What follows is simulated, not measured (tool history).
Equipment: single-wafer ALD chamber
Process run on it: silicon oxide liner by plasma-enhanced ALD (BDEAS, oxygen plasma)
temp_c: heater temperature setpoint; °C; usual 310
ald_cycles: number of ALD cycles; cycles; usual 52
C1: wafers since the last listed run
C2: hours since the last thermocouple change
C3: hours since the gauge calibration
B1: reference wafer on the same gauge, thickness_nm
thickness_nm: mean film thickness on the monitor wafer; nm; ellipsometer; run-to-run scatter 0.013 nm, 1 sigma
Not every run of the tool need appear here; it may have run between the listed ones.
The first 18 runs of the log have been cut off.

Run 19, hour 512.5: usual settings; C1 337; C2 107.8; C3 916.6; B1 5.231. Result: thickness_nm 5.004 nm.
Run 20, hour 612.8: usual settings but temp_c 304 °C, ald_cycles 49 cycles; C1 939; C2 208.1; C3 1016.9; B1 5.23. Result: thickness_nm 4.778 nm.
Run 21, hour 646.6: usual settings but temp_c 304 °C, ald_cycles 49 cycles; C1 316; C2 241.9; C3 1050.7; B1 5.235. Result: thickness_nm 4.772 nm.
Run 22, hour 658.7: usual settings; C1 113; C2 254; C3 1062.8; B1 5.233. Result: thickness_nm 5.018 nm.
Run 23, hour 738.1: usual settings but temp_c 299 °C, ald_cycles 60 cycles; C1 743; C2 333.4; C3 1142.2; B1 5.227. Result: thickness_nm 5.841 nm.
Run 24, hour 756.5: usual settings but ald_cycles 44 cycles; C1 172; C2 351.8; C3 1160.6; B1 5.23. Result: thickness_nm 4.242 nm.
Run 25, hour 784.5: usual settings but temp_c 303 °C, ald_cycles 61 cycles; C1 262; C2 379.8; C3 1188.6; B1 5.232. Result: thickness_nm 5.934 nm.
Run 26, hour 800.2: usual settings but ald_cycles 46 cycles; C1 146; C2 395.5; C3 1204.3; B1 5.228. Result: thickness_nm 4.443 nm.
Run 27, hour 814.6: usual settings; C1 134; C2 409.9; C3 1218.7; B1 5.228. Result: thickness_nm 5.013 nm.
Run 28, hour 846.6: usual settings but temp_c 320 °C, ald_cycles 47 cycles; C1 299; C2 441.9; C3 1250.7; B1 5.231. Result: thickness_nm 4.469 nm.
Run 29, hour 875: usual settings but temp_c 300 °C, ald_cycles 45 cycles; C1 265; C2 470.3; C3 1279.1; B1 5.23. Result: thickness_nm 4.41 nm.
Run 30, hour 892.2: usual settings but temp_c 322 °C, ald_cycles 62 cycles; C1 161; C2 487.5; C3 1296.3; B1 5.227. Result: thickness_nm 5.891 nm.
At hour 900.4: gauge calibrated.
Run 31, hour 909.2: usual settings but temp_c 320 °C, ald_cycles 46 cycles; C1 159; C2 504.5; C3 8.8; B1 5.23. Result: thickness_nm 4.383 nm.
Run 32, hour 944.7: usual settings but ald_cycles 56 cycles; C1 332; C2 540; C3 44.3; B1 5.23. Result: thickness_nm 5.422 nm.
Run 33, hour 962.6: usual settings but temp_c 324 °C, ald_cycles 42 cycles; C1 167; C2 557.9; C3 62.2; B1 5.23. Result: thickness_nm 4.007 nm.
Run 34, hour 991: usual settings but ald_cycles 56 cycles; C1 265; C2 586.3; C3 90.6; B1 5.232. Result: thickness_nm 5.428 nm.
Run 35, hour 1009.3: usual settings but temp_c 323 °C, ald_cycles 43 cycles; C1 171; C2 604.6; C3 108.9; B1 5.231. Result: thickness_nm 4.109 nm.
Run 36, hour 1040.8: usual settings but ald_cycles 45 cycles; C1 294; C2 636.1; C3 140.4; B1 5.228. Result: thickness_nm 4.345 nm.
Run 37, hour 1075.3: usual settings but temp_c 303 °C; C1 322; C2 670.6; C3 174.9; B1 5.232. Result: thickness_nm 5.076 nm.
Run 38, hour 1092.5: usual settings but temp_c 323 °C, ald_cycles 42 cycles; C1 161; C2 687.8; C3 192.1; B1 5.23. Result: thickness_nm 4.009 nm.
Run 39, hour 1119.3: usual settings but temp_c 303 °C, ald_cycles 44 cycles; C1 250; C2 714.6; C3 218.9; B1 5.229. Result: thickness_nm 4.297 nm.
Run 40, hour 1151.9: usual settings but temp_c 325 °C, ald_cycles 55 cycles; C1 305; C2 747.2; C3 251.5; B1 5.226. Result: thickness_nm 5.234 nm.
Run 41, hour 1165.5: usual settings but temp_c 304 °C, ald_cycles 46 cycles; C1 127; C2 760.8; C3 265.1; B1 5.23. Result: thickness_nm 4.469 nm.
Run 42, hour 1190.3: usual settings but temp_c 316 °C, ald_cycles 58 cycles; C1 232; C2 785.6; C3 289.9; B1 5.232. Result: thickness_nm 5.563 nm.

Predict each of these 5 candidate next runs independently; none follows another, all start after run 42:
Run A, hour 1190.8: usual settings; C1 4; C2 786.1; C3 290.4; B1 ?. Result: thickness_nm ?.
Run B, hour 1190.8: usual settings but temp_c 297 °C, ald_cycles 48 cycles; C1 4; C2 786.1; C3 290.4; B1 ?. Result: thickness_nm ?.
Run C, hour 1190.8: usual settings but temp_c 298 °C, ald_cycles 43 cycles; C1 4; C2 786.1; C3 290.4; B1 ?. Result: thickness_nm ?.
Run D, hour 1190.8: usual settings but temp_c 315 °C, ald_cycles 61 cycles; C1 4; C2 786.1; C3 290.4; B1 ?. Result: thickness_nm ?.
Run E, hour 1190.8: usual settings but temp_c 297 °C, ald_cycles 46 cycles; C1 4; C2 786.1; C3 290.4; B1 ?. Result: thickness_nm ?.

run     B1  thickness_nm
  A  5.229         5.027
  B  5.229         4.731
  C  5.229         4.225
  D  5.229         5.861
  E  5.229         4.534
With the hidden condition removed and each run's random variation left untouched, the same runs would have given:
run  thickness_nm
  A         5.027
  B         4.731
  C         4.225
  D         5.861
  E         4.534
